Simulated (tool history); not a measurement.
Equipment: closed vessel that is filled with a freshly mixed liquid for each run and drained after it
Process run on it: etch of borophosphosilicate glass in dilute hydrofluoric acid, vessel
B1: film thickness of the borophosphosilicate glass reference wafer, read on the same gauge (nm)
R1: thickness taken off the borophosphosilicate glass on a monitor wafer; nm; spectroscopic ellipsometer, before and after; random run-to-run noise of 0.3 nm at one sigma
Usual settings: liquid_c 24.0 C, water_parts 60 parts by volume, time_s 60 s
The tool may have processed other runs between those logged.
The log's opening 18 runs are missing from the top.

{"run": 19, "day": 66.808, "liquid_c": 21.5, "water_parts": 60, "time_s": 80, "B1": 140.04, "R1": 50.88}
{"run": 20, "day": 69.412, "liquid_c": 24.0, "water_parts": 60, "time_s": 60, "B1": 140.05, "R1": 42.6}
{"run": 21, "day": 73.212, "liquid_c": 22.5, "water_parts": 60, "time_s": 60, "B1": 139.99, "R1": 40.21}
{"run": 22, "day": 77.054, "liquid_c": 24.0, "water_parts": 60, "time_s": 60, "B1": 139.99, "R1": 42.8}
{"day": 77.25, "done": "thermometer replaced"}
{"run": 23, "day": 81.408, "liquid_c": 24.0, "water_parts": 60, "time_s": 60, "B1": 139.96, "R1": 42.6}
{"run": 24, "day": 84.742, "liquid_c": 24.0, "water_parts": 60, "time_s": 80, "B1": 140.04, "R1": 55.97}
{"run": 25, "day": 88.638, "liquid_c": 24.0, "water_parts": 40, "time_s": 40, "B1": 140.0, "R1": 42.99}
{"run": 26, "day": 92.233, "liquid_c": 20.5, "water_parts": 60, "time_s": 60, "B1": 140.04, "R1": 36.58}
{"run": 27, "day": 95.596, "liquid_c": 24.0, "water_parts": 60, "time_s": 60, "B1": 139.99, "R1": 42.33}
{"run": 28, "day": 99.725, "liquid_c": 24.0, "water_parts": 60, "time_s": 60, "B1": 139.96, "R1": 42.74}
{"run": 29, "day": 103.558, "liquid_c": 26.5, "water_parts": 60, "time_s": 60, "B1": 140.01, "R1": 47.48}
{"run": 30, "day": 111.942, "liquid_c": 27.0, "water_parts": 45, "time_s": 70, "B1": 140.04, "R1": 76.7}
{"run": 31, "day": 123.775, "liquid_c": 26.5, "water_parts": 50, "time_s": 30, "B1": 139.98, "R1": 28.93}
{"run": 32, "day": 126.525, "liquid_c": 27.0, "water_parts": 50, "time_s": 40, "B1": 140.02, "R1": 39.27}

3 ways to go on from here, each from the tool as it stands after run 32. What would each give?
{"run": "A", "day": 126.554, "liquid_c": 24.0, "water_parts": 60, "time_s": 60, "B1": "?", "R1": "?"}
{"run": "B", "day": 126.554, "liquid_c": 27.5, "water_parts": 70, "time_s": 70, "B1": "?", "R1": "?"}
{"run": "C", "day": 126.554, "liquid_c": 24.0, "water_parts": 35, "time_s": 80, "B1": "?", "R1": "?"}

run=A B1=140.00 R1=43.01
run=B B1=140.00 R1=48.86
run=C B1=140.00 R1=101.56
The same runs, with their run-to-run variation unchanged, on a tool lacking any hidden condition would have given:
run=A R1=41.94
run=B R1=47.61
run=C R1=99.10
